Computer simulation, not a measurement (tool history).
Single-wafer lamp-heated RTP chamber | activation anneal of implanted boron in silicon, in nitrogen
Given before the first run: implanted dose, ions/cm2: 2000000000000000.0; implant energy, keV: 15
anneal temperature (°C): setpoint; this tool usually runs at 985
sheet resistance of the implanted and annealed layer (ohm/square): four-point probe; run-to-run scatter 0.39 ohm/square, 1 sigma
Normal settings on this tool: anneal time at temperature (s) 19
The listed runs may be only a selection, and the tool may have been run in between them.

run,day,anneal temperature (°C),anneal time at temperature (s),"read-back reference wafer on the same gauge, sheet resistance",sheet resistance of the implanted and annealed layer (ohm/square)
1,0,985,19,97.14,88.84
2,4.354,985,19,97.51,87.8
3,7.175,985,19,97.71,88.21
4,11.342,985,19,98.21,89.65
5,13.642,985,19,98.2,88.93
# day 15.204: reflector plate cleaned
6,19.767,985,16,98.95,90.48
# day 21.296: pyrometer window cleaned and pyrometer calibrated
7,24.117,985,19,99.63,89.79
8,25.754,985,19,99.78,90.61
9,36.538,985,19,101.13,91.35
10,40.954,985,19,101.75,92.42
# day 41.433: gauge calibrated
# day 41.846: pyrometer window cleaned and pyrometer calibrated
11,44.383,985,19,95.72,86.46
12,48.142,1003,13,95.63,80.31
13,50.258,1003,13,95.55,80.66
14,53.9,985,19,95.75,87.33
15,57.471,975,19,95.92,92.59
# day 58.996: reflector plate cleaned
16,59.471,1002,19,96.02,79.5
# day 60.979: pyrometer window cleaned and pyrometer calibrated
17,61.188,985,23,95.97,86.11
18,64.371,1008,19,96.17,77.68
19,68.746,994,12,96.57,85.15
20,73.071,1002,14,96.73,82.15
21,76.975,1003,24,96.94,79.27
22,80.879,970,23,97.32,96.38
# day 83.088: pyrometer window cleaned and pyrometer calibrated
23,83.375,985,19,97.52,88.81
24,87.512,1002,14,97.74,82.93
25,91.167,1015,29,98.14,75.71
26,92.854,985,19,98.34,89.39
27,94.579,958,11,98.4,117.43
28,98.133,994,19,98.86,85.4
29,102.225,1013,19,99.35,78.86
# day 104.4: pyrometer window cleaned and pyrometer calibrated
30,104.421,1007,19,99.75,80.37
# day 105.225: reflector plate cleaned
31,105.921,1013,13,99.86,81.19

Consider 5 possible next runs. They are alternatives, not a sequence: every one starts from the tool as it was left by run 31. What does each give?
A,105.938,985,19,?,?
B,105.938,985,30,?,?
C,105.938,965,30,?,?
D,105.938,996,12,?,?
E,105.938,1003,9,?,?

run,"read-back reference wafer on the same gauge, sheet resistance",sheet resistance of the implanted and annealed layer (ohm/square)
A,99.93,90.63
B,99.93,88.28
C,99.93,100.18
D,99.93,87.76
E,99.93,86.14
Without the tool's hidden state the same runs would have given:
run,sheet resistance of the implanted and annealed layer (ohm/square)
A,86.73
B,84.48
C,95.88
D,83.99
E,82.44
